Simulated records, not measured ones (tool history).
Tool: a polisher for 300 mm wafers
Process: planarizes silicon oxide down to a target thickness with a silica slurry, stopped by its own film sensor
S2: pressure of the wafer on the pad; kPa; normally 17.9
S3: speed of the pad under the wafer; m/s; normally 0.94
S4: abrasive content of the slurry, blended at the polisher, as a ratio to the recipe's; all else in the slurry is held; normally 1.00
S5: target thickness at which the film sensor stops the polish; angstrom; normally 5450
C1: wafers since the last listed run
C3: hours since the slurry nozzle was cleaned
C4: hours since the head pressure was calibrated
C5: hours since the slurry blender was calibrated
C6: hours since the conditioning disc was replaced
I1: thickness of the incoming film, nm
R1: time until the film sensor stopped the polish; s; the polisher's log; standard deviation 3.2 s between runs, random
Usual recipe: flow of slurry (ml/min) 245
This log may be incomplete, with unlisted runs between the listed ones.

Run 1, hour 0.0: usual settings but S2 20.0 kPa; C1 0; wafers polished on this pad 2435; C3 96.3; C4 377.1; C5 306.6; C6 554.7; I1 811.4. Result: R1 170.0 s.
At hour 24.3: slurry blender recalibrated.
At hour 38.7: conditioning disc replaced and pad reconditioned.
Run 2, hour 95.7: usual settings but S2 20.0 kPa; C1 830; wafers polished on this pad 3266; C3 192.0; C4 472.8; C5 71.4; C6 57.0; I1 819.5. Result: R1 165.7 s.
At hour 101.5: worn pad replaced by a new one.
At hour 169.3: head pressure recalibrated.
Run 3, hour 193.0: usual settings but S2 20.0 kPa; C1 826; wafers polished on this pad 810; C3 289.3; C4 23.7; C5 168.7; C6 154.3; I1 815.6. Result: R1 166.2 s.
At hour 207.0: slurry nozzle cleaned.
Run 4, hour 365.9: usual settings; C1 1556; wafers polished on this pad 2366; C3 158.9; C4 196.6; C5 341.6; C6 327.2; I1 812.4. Result: R1 187.0 s.
At hour 392.3: slurry blender recalibrated.
Run 5, hour 433.8: usual settings but S4 0.80; C1 596; wafers polished on this pad 2963; C3 226.8; C4 264.5; C5 41.5; C6 395.1; I1 808.4. Result: R1 193.1 s.
At hour 452.3: worn pad replaced by a new one.
Run 6, hour 512.1: usual settings; C1 672; wafers polished on this pad 541; C3 305.1; C4 342.8; C5 119.8; C6 473.4; I1 804.3. Result: R1 179.3 s.
At hour 529.2: conditioning disc replaced and pad reconditioned.
At hour 573.8: slurry nozzle cleaned.
Run 7, hour 602.7: usual settings; C1 793; wafers polished on this pad 1334; C3 28.9; C4 433.4; C5 210.4; C6 73.5; I1 822.9. Result: R1 190.4 s.
At hour 659.1: head pressure recalibrated.
Run 8, hour 660.9: usual settings; C1 508; wafers polished on this pad 1843; C3 87.1; C4 1.8; C5 268.6; C6 131.7; I1 805.3. Result: R1 173.1 s.
At hour 750.9: slurry blender recalibrated.
At hour 761.4: worn pad replaced by a new one.
Run 9, hour 764.9: usual settings; C1 887; wafers polished on this pad 31; C3 191.1; C4 105.8; C5 14.0; C6 235.7; I1 812.7. Result: R1 185.7 s.
Run 10, hour 800.9: usual settings; C1 326; wafers polished on this pad 357; C3 227.1; C4 141.8; C5 50.0; C6 271.7; I1 810.0. Result: R1 184.1 s.
Run 11, hour 887.8: usual settings; C1 786; wafers polished on this pad 1144; C3 314.0; C4 228.7; C5 136.9; C6 358.6; I1 798.9. Result: R1 171.2 s.
At hour 907.0: slurry nozzle cleaned.
Run 12, hour 948.7: usual settings; C1 542; wafers polished on this pad 1686; C3 41.7; C4 289.6; C5 197.8; C6 419.5; I1 814.5. Result: R1 189.3 s.
Run 13, hour 1035.3: usual settings; C1 784; wafers polished on this pad 2471; C3 128.3; C4 376.2; C5 284.4; C6 506.1; I1 824.4. Result: R1 200.0 s.
At hour 1074.7: worn pad replaced by a new one.
At hour 1079.8: slurry blender recalibrated.
Run 14, hour 1093.4: usual settings but flow of slurry (ml/min) 195, S4 1.15; C1 471; wafers polished on this pad 150; C3 186.4; C4 434.3; C5 13.6; C6 564.2; I1 812.1. Result: R1 188.3 s.
At hour 1109.1: conditioning disc replaced and pad reconditioned.
Run 15, hour 1184.4: usual settings but S3 0.72 m/s, S4 1.15, S5 4520 angstrom; C1 805; wafers polished on this pad 956; C3 277.4; C4 525.3; C5 104.6; C6 75.3; I1 803.5. Result: R1 281.5 s.
At hour 1196.3: head pressure recalibrated.
At hour 1237.8: slurry nozzle cleaned.
Run 16, hour 1256.0: usual settings but S2 14.5 kPa, S5 6240 angstrom; C1 621; wafers polished on this pad 1578; C3 18.2; C4 59.7; C5 176.2; C6 146.9; I1 807.0. Result: R1 152.5 s.
Run 17, hour 1310.0: usual settings but flow of slurry (ml/min) 305; C1 489; wafers polished on this pad 2067; C3 72.2; C4 113.7; C5 230.2; C6 200.9; I1 818.1. Result: R1 177.8 s.
Run 18, hour 1361.7: usual settings but S2 22.8 kPa, S3 1.04 m/s; C1 468; wafers polished on this pad 2535; C3 123.9; C4 165.4; C5 281.9; C6 252.6; I1 811.0. Result: R1 136.2 s.
At hour 1411.4: slurry blender recalibrated.
At hour 1413.5: worn pad replaced by a new one.
Run 19, hour 1448.4: usual settings but flow of slurry (ml/min) 205, S3 0.70 m/s, S4 1.25, S5 6060 angstrom; C1 748; wafers polished on this pad 316; C3 210.6; C4 252.1; C5 37.0; C6 339.3; I1 811.5. Result: R1 166.4 s.
Run 20, hour 1501.3: usual settings; C1 479; wafers polished on this pad 795; C3 263.5; C4 305.0; C5 89.9; C6 392.2; I1 815.2. Result: R1 185.3 s.
Run 21, hour 1538.7: usual settings but S4 1.15; C1 338; wafers polished on this pad 1133; C3 300.9; C4 342.4; C5 127.3; C6 429.6; I1 815.5. Result: R1 177.3 s.
At hour 1580.5: slurry nozzle cleaned.
Run 22, hour 1621.0: usual settings but flow of slurry (ml/min) 160, S4 0.85, S5 5080 angstrom; C1 736; wafers polished on this pad 1870; C3 40.5; C4 424.7; C5 209.6; C6 511.9; I1 814.1. Result: R1 227.9 s.

Branching from run 22: 3 alternative next runs. What would each branch give?
Run A, hour 1621.5: usual settings but S2 13.1 kPa; C1 4; wafers polished on this pad 1874; C3 41.0; C4 425.2; C5 210.1; C6 512.4; I1 810.5. Result: R1 ?.
Run B, hour 1621.5: usual settings but flow of slurry (ml/min) 280, S3 1.22 m/s, S5 5100 angstrom; C1 4; wafers polished on this pad 1874; C3 41.0; C4 425.2; C5 210.1; C6 512.4; I1 810.5. Result: R1 ?.
Run C, hour 1621.5: usual settings but S2 15.9 kPa, S3 0.70 m/s; C1 4; wafers polished on this pad 1874; C3 41.0; C4 425.2; C5 210.1; C6 512.4; I1 810.5. Result: R1 ?.

run     R1
  A  250.6
  B  173.2
  C  260.7
Without the tool's hidden state the same runs would have given:
run     R1
  A  235.0
  B  156.2
  C  245.8
